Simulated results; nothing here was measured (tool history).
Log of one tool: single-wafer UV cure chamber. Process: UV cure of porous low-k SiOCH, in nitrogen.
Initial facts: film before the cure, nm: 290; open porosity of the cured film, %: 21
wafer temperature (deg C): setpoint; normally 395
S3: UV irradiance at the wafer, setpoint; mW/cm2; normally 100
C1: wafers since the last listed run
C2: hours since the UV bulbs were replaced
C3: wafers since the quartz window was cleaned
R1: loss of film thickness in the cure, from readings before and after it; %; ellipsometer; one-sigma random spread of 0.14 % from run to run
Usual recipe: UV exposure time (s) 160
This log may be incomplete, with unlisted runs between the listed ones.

{"run": 1, "day": 0.0, "wafer temperature (deg C)": 384, "UV exposure time (s)": 160, "S3": 121, "C1": 0, "C2": 1834, "C3": 259, "R1": 8.938}
{"run": 2, "day": 2.858, "wafer temperature (deg C)": 384, "UV exposure time (s)": 160, "S3": 121, "C1": 665, "C2": 1902.6, "C3": 925, "R1": 8.877}
{"run": 3, "day": 5.104, "wafer temperature (deg C)": 395, "UV exposure time (s)": 160, "S3": 100, "C1": 523, "C2": 1956.5, "C3": 1448, "R1": 8.447}
{"day": 6.729, "done": "quartz window cleaned"}
{"run": 4, "day": 7.929, "wafer temperature (deg C)": 395, "UV exposure time (s)": 160, "S3": 100, "C1": 580, "C2": 2024.3, "C3": 279, "R1": 8.482}
{"run": 5, "day": 9.492, "wafer temperature (deg C)": 395, "UV exposure time (s)": 160, "S3": 100, "C1": 364, "C2": 2061.8, "C3": 643, "R1": 8.373}
{"run": 6, "day": 11.842, "wafer temperature (deg C)": 406, "UV exposure time (s)": 160, "S3": 100, "C1": 547, "C2": 2118.2, "C3": 1190, "R1": 8.664}
{"day": 14.988, "done": "quartz window cleaned"}
{"run": 7, "day": 15.008, "wafer temperature (deg C)": 406, "UV exposure time (s)": 160, "S3": 100, "C1": 660, "C2": 2194.2, "C3": 5, "R1": 8.426}
{"day": 21.838, "done": "quartz window cleaned"}
{"run": 8, "day": 23.642, "wafer temperature (deg C)": 395, "UV exposure time (s)": 160, "S3": 100, "C1": 1933, "C2": 2401.4, "C3": 420, "R1": 8.297}
{"run": 9, "day": 24.679, "wafer temperature (deg C)": 406, "UV exposure time (s)": 110, "S3": 136, "C1": 241, "C2": 2426.3, "C3": 661, "R1": 8.225}
{"run": 10, "day": 26.546, "wafer temperature (deg C)": 395, "UV exposure time (s)": 160, "S3": 100, "C1": 434, "C2": 2471.1, "C3": 1096, "R1": 8.178}
{"day": 27.367, "done": "UV bulbs replaced"}
{"day": 28.771, "done": "quartz window cleaned"}
{"run": 11, "day": 28.792, "wafer temperature (deg C)": 395, "UV exposure time (s)": 160, "S3": 100, "C1": 367, "C2": 34.2, "C3": 5, "R1": 9.828}
{"run": 12, "day": 30.788, "wafer temperature (deg C)": 395, "UV exposure time (s)": 160, "S3": 63, "C1": 464, "C2": 82.1, "C3": 470, "R1": 7.859}
{"run": 13, "day": 31.967, "wafer temperature (deg C)": 415, "UV exposure time (s)": 245, "S3": 84, "C1": 274, "C2": 110.4, "C3": 744, "R1": 11.225}
{"run": 14, "day": 33.283, "wafer temperature (deg C)": 377, "UV exposure time (s)": 160, "S3": 63, "C1": 306, "C2": 142, "C3": 1051, "R1": 7.595}
{"day": 35.704, "done": "quartz window cleaned"}
{"run": 15, "day": 35.725, "wafer temperature (deg C)": 412, "UV exposure time (s)": 160, "S3": 100, "C1": 491, "C2": 200.6, "C3": 4, "R1": 9.8}
{"run": 16, "day": 36.792, "wafer temperature (deg C)": 395, "UV exposure time (s)": 160, "S3": 73, "C1": 248, "C2": 226.2, "C3": 253, "R1": 8.276}
{"run": 17, "day": 38.125, "wafer temperature (deg C)": 395, "UV exposure time (s)": 160, "S3": 100, "C1": 310, "C2": 258.2, "C3": 563, "R1": 9.387}

Predict each of these 4 candidate next runs independently; none follows another, all start after run 17:
{"run": "A", "day": 38.142, "wafer temperature (deg C)": 395, "UV exposure time (s)": 160, "S3": 100, "C1": 3, "C2": 258.6, "C3": 567, "R1": "?"}
{"run": "B", "day": 38.142, "wafer temperature (deg C)": 414, "UV exposure time (s)": 160, "S3": 83, "C1": 3, "C2": 258.6, "C3": 567, "R1": "?"}
{"run": "C", "day": 38.142, "wafer temperature (deg C)": 387, "UV exposure time (s)": 220, "S3": 122, "C1": 3, "C2": 258.6, "C3": 567, "R1": "?"}
{"run": "D", "day": 38.142, "wafer temperature (deg C)": 395, "UV exposure time (s)": 95, "S3": 100, "C1": 3, "C2": 258.6, "C3": 567, "R1": "?"}

run=A R1=9.414
run=B R1=8.922
run=C R1=11.572
run=D R1=7.225
Had the tool no hidden state, the same runs would have come out as:
run=A R1=10.344
run=B R1=9.841
run=C R1=12.555
run=D R1=8.101

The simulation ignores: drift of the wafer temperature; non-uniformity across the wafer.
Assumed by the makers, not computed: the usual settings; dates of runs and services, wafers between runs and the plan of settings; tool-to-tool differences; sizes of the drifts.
